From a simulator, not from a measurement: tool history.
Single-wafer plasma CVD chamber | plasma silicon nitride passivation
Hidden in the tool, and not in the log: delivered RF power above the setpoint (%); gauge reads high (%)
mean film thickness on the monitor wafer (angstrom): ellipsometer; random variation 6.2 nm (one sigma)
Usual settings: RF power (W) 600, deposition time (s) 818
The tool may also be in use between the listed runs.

run,hour,RF power (W),deposition time (s),wafers since the last listed run,hours since the last RF generator calibration,hours since the showerhead was replaced,hours since the gauge calibration,"read-back reference wafer on the same gauge, thickness_nm",mean film thickness on the monitor wafer (angstrom)
1,0.0,680,877,0,922.9,3521.2,157.9,1141.838,14693.04
2,32.8,600,818,56,955.7,3554.0,190.7,1141.415,12993.55
3,59.6,600,818,46,982.5,3580.8,217.5,1138.758,13147.86
4,88.9,600,818,50,1011.8,3610.1,246.8,1141.627,13076.32
5,105.5,555,818,28,1028.4,3626.7,263.4,1142.373,12699.38
6,130.7,555,818,43,1053.6,3651.9,288.6,1139.312,12552.03
7,153.5,555,818,39,1076.4,3674.7,311.4,1138.622,12769.71
8,185.3,560,818,54,1108.2,3706.5,343.2,1141.744,12633.78
9,220.5,560,818,60,1143.4,3741.7,378.4,1141.735,12682.03
10,255.9,600,818,60,1178.8,3777.1,413.8,1137.081,13042.28
11,273.0,600,818,29,1195.9,3794.2,430.9,1139.681,13109.77
12,305.3,600,818,55,1228.2,3826.5,463.2,1139.664,13149.99
13,330.2,635,943,42,1253.1,3851.4,488.1,1140.716,15426.29
# hour 339.5: gauge calibrated
14,356.9,600,818,45,1279.8,3878.1,17.4,1138.724,13108.75
# hour 387.1: RF generator calibrated
15,389.4,600,818,42,2.3,3910.6,49.9,1141.391,13505.22
16,422.6,560,818,57,35.5,3943.8,83.1,1138.496,13109.58
17,458.5,695,701,61,71.4,3979.7,119.0,1138.852,12163.75

Run 18 comes next. What will it give?
18,480.7,600,901,38,93.6,4001.9,141.2,?,?

{"run 18": {"read-back reference wafer on the same gauge, thickness_nm": 1139.992, "mean film thickness on the monitor wafer (angstrom)": 14734.41}}
Without the tool's hidden state the same run would have given mean film thickness on the monitor wafer (angstrom) 14879.42.
